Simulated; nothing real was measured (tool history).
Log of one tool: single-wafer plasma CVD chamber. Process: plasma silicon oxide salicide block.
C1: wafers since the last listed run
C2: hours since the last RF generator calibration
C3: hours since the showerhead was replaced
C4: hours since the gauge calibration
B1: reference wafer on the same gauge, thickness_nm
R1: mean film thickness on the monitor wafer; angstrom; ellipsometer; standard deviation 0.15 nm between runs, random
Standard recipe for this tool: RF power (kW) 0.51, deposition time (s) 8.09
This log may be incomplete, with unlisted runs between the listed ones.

{"run": 1, "hour": 0.0, "RF power (kW)": 0.51, "deposition time (s)": 7.68, "C1": 0, "C2": 1450.8, "C3": 6589.5, "C4": 286.8, "B1": 77.891, "R1": 784.84}
{"run": 2, "hour": 101.3, "RF power (kW)": 0.51, "deposition time (s)": 8.09, "C1": 2501, "C2": 1552.1, "C3": 6690.8, "C4": 388.1, "B1": 77.889, "R1": 824.99}
{"hour": 124.3, "done": "gauge calibrated"}
{"run": 3, "hour": 124.4, "RF power (kW)": 0.51, "deposition time (s)": 8.09, "C1": 570, "C2": 1575.2, "C3": 6713.9, "C4": 0.1, "B1": 77.926, "R1": 825.44}
{"run": 4, "hour": 149.4, "RF power (kW)": 0.51, "deposition time (s)": 8.09, "C1": 617, "C2": 1600.2, "C3": 6738.9, "C4": 25.1, "B1": 77.919, "R1": 824.54}
{"run": 5, "hour": 171.2, "RF power (kW)": 0.51, "deposition time (s)": 8.09, "C1": 538, "C2": 1622, "C3": 6760.7, "C4": 46.9, "B1": 77.886, "R1": 822.72}
{"run": 6, "hour": 187.3, "RF power (kW)": 0.51, "deposition time (s)": 8.09, "C1": 397, "C2": 1638.1, "C3": 6776.8, "C4": 63, "B1": 77.912, "R1": 824.27}
{"run": 7, "hour": 214.7, "RF power (kW)": 0.51, "deposition time (s)": 9.24, "C1": 676, "C2": 1665.5, "C3": 6804.2, "C4": 90.4, "B1": 77.904, "R1": 942.4}
{"run": 8, "hour": 229.8, "RF power (kW)": 0.51, "deposition time (s)": 8.09, "C1": 372, "C2": 1680.6, "C3": 6819.3, "C4": 105.5, "B1": 77.878, "R1": 824.01}
{"run": 9, "hour": 253.6, "RF power (kW)": 0.51, "deposition time (s)": 8.09, "C1": 587, "C2": 1704.4, "C3": 6843.1, "C4": 129.3, "B1": 77.92, "R1": 823.45}
{"run": 10, "hour": 268.5, "RF power (kW)": 0.51, "deposition time (s)": 8.09, "C1": 367, "C2": 1719.3, "C3": 6858, "C4": 144.2, "B1": 77.891, "R1": 821.95}
{"run": 11, "hour": 290.2, "RF power (kW)": 0.435, "deposition time (s)": 8.53, "C1": 535, "C2": 1741, "C3": 6879.7, "C4": 165.9, "B1": 77.908, "R1": 828.7}
{"run": 12, "hour": 312.9, "RF power (kW)": 0.435, "deposition time (s)": 8.53, "C1": 560, "C2": 1763.7, "C3": 6902.4, "C4": 188.6, "B1": 77.895, "R1": 831.29}
{"run": 13, "hour": 338.3, "RF power (kW)": 0.435, "deposition time (s)": 8.53, "C1": 627, "C2": 1789.1, "C3": 6927.8, "C4": 214, "B1": 77.902, "R1": 829.44}
{"run": 14, "hour": 369.7, "RF power (kW)": 0.51, "deposition time (s)": 8.09, "C1": 775, "C2": 1820.5, "C3": 6959.2, "C4": 245.4, "B1": 77.882, "R1": 823.11}
{"run": 15, "hour": 391.9, "RF power (kW)": 0.51, "deposition time (s)": 8.09, "C1": 548, "C2": 1842.7, "C3": 6981.4, "C4": 267.6, "B1": 77.922, "R1": 823.23}
{"run": 16, "hour": 488.4, "RF power (kW)": 0.545, "deposition time (s)": 8.09, "C1": 2382, "C2": 1939.2, "C3": 7077.9, "C4": 364.1, "B1": 77.89, "R1": 835.39}
{"run": 17, "hour": 505.7, "RF power (kW)": 0.51, "deposition time (s)": 8.09, "C1": 427, "C2": 1956.5, "C3": 7095.2, "C4": 381.4, "B1": 77.908, "R1": 819.17}
{"run": 18, "hour": 519.0, "RF power (kW)": 0.425, "deposition time (s)": 8.09, "C1": 328, "C2": 1969.8, "C3": 7108.5, "C4": 394.7, "B1": 77.867, "R1": 780.8}
{"run": 19, "hour": 539.3, "RF power (kW)": 0.59, "deposition time (s)": 9.37, "C1": 501, "C2": 1990.1, "C3": 7128.8, "C4": 415, "B1": 77.904, "R1": 989.86}
{"run": 20, "hour": 559.7, "RF power (kW)": 0.54, "deposition time (s)": 7.36, "C1": 503, "C2": 2010.5, "C3": 7149.2, "C4": 435.4, "B1": 77.899, "R1": 758.74}
{"run": 21, "hour": 576.3, "RF power (kW)": 0.51, "deposition time (s)": 8.09, "C1": 409, "C2": 2027.1, "C3": 7165.8, "C4": 452, "B1": 77.911, "R1": 821.68}
{"run": 22, "hour": 590.3, "RF power (kW)": 0.54, "deposition time (s)": 7.42, "C1": 345, "C2": 2041.1, "C3": 7179.8, "C4": 466, "B1": 77.907, "R1": 765.96}
{"hour": 610.5, "done": "RF generator calibrated"}
{"run": 23, "hour": 615.6, "RF power (kW)": 0.51, "deposition time (s)": 8.09, "C1": 427, "C2": 5.1, "C3": 7205.1, "C4": 491.3, "B1": 77.904, "R1": 837.92}
{"run": 24, "hour": 638.0, "RF power (kW)": 0.555, "deposition time (s)": 8.09, "C1": 553, "C2": 27.5, "C3": 7227.5, "C4": 513.7, "B1": 77.914, "R1": 856.62}
{"hour": 650.3, "done": "gauge calibrated"}
{"hour": 650.6, "done": "showerhead replaced"}
{"run": 25, "hour": 673.5, "RF power (kW)": 0.57, "deposition time (s)": 8.64, "C1": 679, "C2": 63, "C3": 22.9, "C4": 23.2, "B1": 77.92, "R1": 921.8}
{"run": 26, "hour": 702.2, "RF power (kW)": 0.48, "deposition time (s)": 9.32, "C1": 708, "C2": 91.7, "C3": 51.6, "C4": 51.9, "B1": 77.894, "R1": 946.63}
{"run": 27, "hour": 734.0, "RF power (kW)": 0.475, "deposition time (s)": 8.6, "C1": 785, "C2": 123.5, "C3": 83.4, "C4": 83.7, "B1": 77.891, "R1": 870.36}
{"run": 28, "hour": 766.8, "RF power (kW)": 0.51, "deposition time (s)": 8.09, "C1": 809, "C2": 156.3, "C3": 116.2, "C4": 116.5, "B1": 77.906, "R1": 835.6}
{"run": 29, "hour": 793.0, "RF power (kW)": 0.59, "deposition time (s)": 9.37, "C1": 646, "C2": 182.5, "C3": 142.4, "C4": 142.7, "B1": 77.907, "R1": 1008.51}
{"run": 30, "hour": 817.6, "RF power (kW)": 0.61, "deposition time (s)": 7.27, "C1": 607, "C2": 207.1, "C3": 167, "C4": 167.3, "B1": 77.915, "R1": 788.39}
{"run": 31, "hour": 841.2, "RF power (kW)": 0.455, "deposition time (s)": 8.09, "C1": 582, "C2": 230.7, "C3": 190.6, "C4": 190.9, "B1": 77.922, "R1": 808.28}
{"run": 32, "hour": 863.5, "RF power (kW)": 0.59, "deposition time (s)": 7.19, "C1": 550, "C2": 253, "C3": 212.9, "C4": 213.2, "B1": 77.906, "R1": 775.29}

For each entry between runs, how does the tool's hidden state at the last listed run before it compare with that at the first listed run after it?
After run 2, before run 3: gauge calibrated (hour 124.3)
  delivered RF power above the setpoint (%): -5.77 -> -5.85
  measured result minus the result with no hidden state, R1: -14.33 -> -14.53 angstrom
After run 22, before run 23: RF generator calibrated (hour 610.5)
  delivered RF power above the setpoint (%): -7.4 -> -0.893
  measured result minus the result with no hidden state, R1: -17.26 -> -2.18 angstrom
After run 24, before run 25: gauge calibrated (hour 650.3); showerhead replaced (hour 650.6)
  delivered RF power above the setpoint (%): -0.968 -> -1.09
  measured result minus the result with no hidden state, R1: -2.42 -> -2.93 angstrom
